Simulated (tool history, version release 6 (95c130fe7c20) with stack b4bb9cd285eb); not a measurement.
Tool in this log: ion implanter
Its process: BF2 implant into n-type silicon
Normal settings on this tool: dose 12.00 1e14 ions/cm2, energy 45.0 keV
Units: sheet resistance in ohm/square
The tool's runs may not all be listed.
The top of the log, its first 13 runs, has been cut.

| run | hour | dose | energy | read-back reference wafer on the same gauge, sheet resistance | sheet resistance |
|---|---|---|---|---|---|
| 14 | 358.8 | 12.00 | 39.0 | 123.59 | 127.03 |
| 15 | 386.8 | 12.00 | 45.0 | 124.15 | 119.37 |
| 16 | 416.0 | 8.61 | 29.5 | 123.75 | 164.73 |
| 17 | 437.3 | 12.00 | 45.0 | 123.70 | 119.44 |
| 18 | 454.9 | 13.08 | 30.0 | 123.92 | 139.48 |
|  | 478.2 | Faraday cup replaced and dose calibrated |
| 19 | 478.7 | 14.35 | 58.0 | 123.90 | 102.91 |
| 20 | 496.4 | 9.16 | 59.5 | 123.91 | 132.54 |
| 21 | 517.5 | 12.00 | 32.5 | 124.13 | 137.74 |
| 22 | 552.6 | 12.00 | 45.0 | 123.93 | 120.83 |
|  | 610.5 | gauge calibrated |
| 23 | 645.3 | 9.76 | 35.0 | 123.57 | 145.93 |
| 24 | 663.8 | 12.92 | 33.0 | 124.11 | 134.31 |
|  | 693.5 | extraction supply calibrated |
| 25 | 694.7 | 14.35 | 57.5 | 123.95 | 101.61 |
| 26 | 714.2 | 14.44 | 38.0 | 123.82 | 120.51 |
| 27 | 729.0 | 12.00 | 39.0 | 123.88 | 127.31 |
| 28 | 764.1 | 14.28 | 55.5 | 124.07 | 103.53 |
| 29 | 782.9 | 12.00 | 60.0 | 123.65 | 110.15 |
| 30 | 811.6 | 12.00 | 45.0 | 124.18 | 119.73 |
| 31 | 839.1 | 8.62 | 45.0 | 124.09 | 146.08 |
| 32 | 862.5 | 11.01 | 34.0 | 124.15 | 139.64 |
| 33 | 894.0 | 11.09 | 45.0 | 124.04 | 126.20 |
| 34 | 913.4 | 12.00 | 53.0 | 124.32 | 113.90 |
| 35 | 927.6 | 15.14 | 30.5 | 124.13 | 133.77 |
| 36 | 940.3 | 8.69 | 37.5 | 124.10 | 152.01 |
| 37 | 957.6 | 8.55 | 53.0 | 123.90 | 142.40 |
| 38 | 988.2 | 10.66 | 39.5 | 123.92 | 132.68 |

What if the next run were any one of these 3? Each begins from the tool's condition after run 38:
| A | 988.6 | 14.93 | 45.0 | ? | ? |
| B | 988.6 | 8.50 | 45.0 | ? | ? |
| C | 988.6 | 9.60 | 58.0 | ? | ? |

| run | read-back reference wafer on the same gauge, sheet resistance | sheet resistance |
|---|---|---|
| A | 123.98 | 110.26 |
| B | 123.98 | 145.83 |
| C | 123.98 | 127.57 |
With the hidden condition removed and each run's random variation left untouched, the same runs would have given:
| run | sheet resistance |
|---|---|
| A | 110.26 |
| B | 145.83 |
| C | 127.57 |

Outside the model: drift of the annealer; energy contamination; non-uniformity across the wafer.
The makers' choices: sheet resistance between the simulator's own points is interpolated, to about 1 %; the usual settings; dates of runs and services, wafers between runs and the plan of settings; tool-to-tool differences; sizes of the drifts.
